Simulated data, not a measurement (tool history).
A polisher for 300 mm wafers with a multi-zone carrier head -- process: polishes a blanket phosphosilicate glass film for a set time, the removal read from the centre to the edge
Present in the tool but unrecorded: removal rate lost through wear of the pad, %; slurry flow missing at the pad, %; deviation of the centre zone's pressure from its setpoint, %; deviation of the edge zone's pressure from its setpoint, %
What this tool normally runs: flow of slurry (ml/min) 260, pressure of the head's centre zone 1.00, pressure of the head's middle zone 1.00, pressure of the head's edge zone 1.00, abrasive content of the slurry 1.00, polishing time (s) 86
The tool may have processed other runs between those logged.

run,day,flow of slurry (ml/min),pressure of the head's centre zone,pressure of the head's middle zone,pressure of the head's edge zone,abrasive content of the slurry,polishing time (s),wafers since the last listed run,wafers polished on this pad,hours since the slurry nozzle was cleaned,hours since the centre zone pressure was calibrated,hours since the edge zone pressure was calibrated,hours since the carrier head's membrane was replaced,"incoming thickness of the incoming film, nm",film removed at the wafer's centre (angstrom),film removed at mid-radius (angstrom),film removed at the wafer's edge (angstrom)
1,0.000,260,1.00,1.00,1.00,1.00,86,0,723,6.8,967.7,52.5,541.7,4587.0,9579,8803,9010
2,0.517,260,1.00,1.00,1.00,1.00,86,132,856,19.2,980.1,64.9,554.1,4662.2,9430,8727,9025
3,1.038,260,1.00,1.00,1.00,1.00,86,133,990,31.7,992.6,77.4,566.6,4614.2,9741,8856,8985
4,2.012,260,1.00,1.00,1.00,1.00,86,250,1240,55.1,1016.0,100.8,590.0,4705.7,9596,8569,9173
# day 2.525: worn pad replaced by a new one
5,3.254,260,1.00,1.00,1.00,1.00,86,276,187,84.9,1045.8,130.6,619.8,4685.3,9622,8739,9076
6,3.762,260,1.00,1.00,1.00,1.00,100,130,318,97.1,1058.0,142.8,632.0,4647.5,10899,10108,10397
# day 4.258: centre zone pressure recalibrated
7,5.208,260,0.96,1.09,1.00,1.00,111,350,668,131.8,22.8,177.5,666.7,4716.2,11131,11700,11110
# day 5.829: carrier head's membrane replaced by a new one
8,5.850,260,1.00,1.00,1.00,1.10,98,111,780,147.2,38.2,192.9,0.5,4603.7,10198,10158,10591
9,6.525,325,1.00,1.00,1.00,1.00,86,173,953,163.4,54.4,209.1,16.7,4603.5,9062,8491,9124
10,7.050,320,0.95,0.93,1.06,1.00,86,135,1088,176.0,67.0,221.7,29.3,4607.4,8880,8390,9226
11,7.712,260,1.00,1.00,1.04,1.00,66,170,1259,191.9,82.9,237.6,45.2,4626.5,6557,6657,6913
# day 7.775: slurry nozzle cleaned
# day 8.288: worn pad replaced by a new one
12,9.075,260,0.96,1.00,1.00,1.25,86,296,202,31.2,115.6,270.3,77.9,4627.3,9462,9489,9934
13,9.917,260,1.00,1.00,1.00,0.75,86,216,418,51.4,135.8,290.5,98.1,4652.1,7962,7745,8238
14,11.062,290,1.11,1.00,1.00,1.25,102,294,713,78.9,163.3,318.0,125.6,4718.7,12440,11513,11743
15,12.362,300,1.03,1.00,1.00,1.00,86,334,1047,110.1,194.5,349.2,156.8,4682.3,9457,8832,9138
16,13.321,260,1.00,1.00,1.00,1.00,86,246,1293,133.1,217.5,372.2,179.8,4674.3,9025,8611,8757
17,14.708,260,1.00,1.07,0.92,1.10,86,356,1650,166.4,250.8,405.5,213.1,4624.4,9383,9254,8716
# day 14.938: worn pad replaced by a new one
18,15.283,260,1.09,1.00,1.00,1.00,86,105,88,180.2,264.6,419.3,226.9,4642.9,9389,8433,8789
19,16.042,260,1.00,1.00,0.90,1.00,104,195,283,198.4,282.8,437.5,245.1,4639.8,10702,9992,10241
# day 16.254: slurry nozzle cleaned
20,16.862,260,1.00,1.00,1.07,1.00,86,200,483,14.6,302.5,457.2,264.8,4638.5,9205,8717,9062

Results for each run, recomputed without the tool's hidden state and with each run's random variation untouched:
run,film removed at the wafer's centre (angstrom),film removed at mid-radius (angstrom),film removed at the wafer's edge (angstrom)
1,8919,8842,9038
2,8791,8782,9065
3,9092,8928,9038
4,8979,8672,9252
5,9036,8888,9189
6,10251,10303,10543
7,11406,11999,11322
8,10476,10451,10818
9,9281,8723,9312
10,9115,8644,9436
11,6790,6919,7114
12,9428,9549,9981
13,7949,7818,8297
14,12443,11662,11857
15,9486,8988,9259
16,9101,8819,8914
17,9512,9543,8918
18,9542,8723,9012
19,10913,10379,10534
20,9042,8768,9101
